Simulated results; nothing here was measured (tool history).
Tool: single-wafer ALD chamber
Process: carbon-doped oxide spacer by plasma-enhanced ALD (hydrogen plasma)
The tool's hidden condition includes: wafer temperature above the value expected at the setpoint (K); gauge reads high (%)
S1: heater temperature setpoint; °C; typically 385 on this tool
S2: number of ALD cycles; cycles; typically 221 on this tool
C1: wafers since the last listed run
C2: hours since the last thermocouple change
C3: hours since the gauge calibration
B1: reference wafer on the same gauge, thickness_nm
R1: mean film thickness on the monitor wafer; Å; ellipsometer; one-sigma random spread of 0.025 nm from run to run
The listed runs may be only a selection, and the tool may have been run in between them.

run,hour,S1,S2,C1,C2,C3,B1,R1
1,0.0,385,221,0,28.5,337.6,8.078,99.60
2,76.9,388,232,153,105.4,414.5,8.085,104.79
3,172.2,385,221,190,200.7,509.8,8.084,99.76
4,261.6,394,221,178,290.1,599.2,8.086,99.59
5,336.1,394,221,148,364.6,673.7,8.073,99.46
6,396.5,394,221,120,425.0,734.1,8.077,99.67
7,478.3,392,221,163,506.8,815.9,8.084,99.25
8,529.4,392,221,101,557.9,867.0,8.071,99.45
9,570.9,392,221,82,599.4,908.5,8.082,99.12
10,668.0,385,221,193,696.5,1005.6,8.081,99.42
11,736.1,385,221,135,764.6,1073.7,8.084,99.59
12,773.4,385,221,74,801.9,1111.0,8.090,98.95
13,824.2,385,221,101,852.7,1161.8,8.081,99.31
14,889.5,391,221,130,918.0,1227.1,8.078,99.78
15,968.4,391,221,157,996.9,1306.0,8.084,99.30
16,1090.1,385,221,242,1118.6,1427.7,8.071,99.60
17,1140.1,385,221,99,1168.6,1477.7,8.081,99.23
# hour 1154.3: gauge calibrated
18,1223.1,385,235,165,1251.6,68.8,8.085,105.50
19,1306.9,385,235,167,1335.4,152.6,8.076,105.73
20,1384.9,385,221,155,1413.4,230.6,8.079,99.45
21,1492.3,385,221,214,1520.8,338.0,8.082,99.33
22,1539.2,392,221,93,1567.7,384.9,8.090,99.20
23,1602.6,385,238,126,1631.1,448.3,8.076,107.10
24,1666.1,385,246,126,1694.6,511.8,8.082,110.41
25,1773.9,385,247,215,1802.4,619.6,8.085,110.64
# hour 1807.4: thermocouple changed; heater temperature recalibrated
26,1872.9,396,183,181,65.5,718.6,8.079,82.01
27,1980.5,385,249,214,173.1,826.2,8.088,111.68
28,2075.8,385,221,190,268.4,921.5,8.076,99.42
29,2132.7,396,187,113,325.3,978.4,8.076,84.25
30,2210.4,375,235,155,403.0,1056.1,8.074,106.01
31,2253.2,392,221,85,445.8,1098.9,8.086,99.28
32,2295.7,375,238,84,488.3,1141.4,8.078,106.97
33,2342.4,395,241,93,535.0,1188.1,8.073,108.58
34,2387.5,379,249,89,580.1,1233.2,8.080,112.38
35,2475.3,385,221,175,667.9,1321.0,8.082,99.44
36,2533.6,385,221,116,726.2,1379.3,8.085,99.87
37,2612.1,385,197,156,804.7,1457.8,8.080,88.56
# hour 2614.5: gauge calibrated
38,2670.7,385,221,116,863.3,56.2,8.076,99.22
39,2755.7,385,221,169,948.3,141.2,8.082,99.53
40,2819.7,385,221,127,1012.3,205.2,8.088,99.79
41,2867.3,381,260,94,1059.9,252.8,8.073,116.84
42,2912.1,396,248,89,1104.7,297.6,8.087,111.66

Run-by-run hidden state of the tool:
wafer temperature above the value expected at the setpoint (K): 0, the same for each run
gauge reads high (%): 0, the same for each run
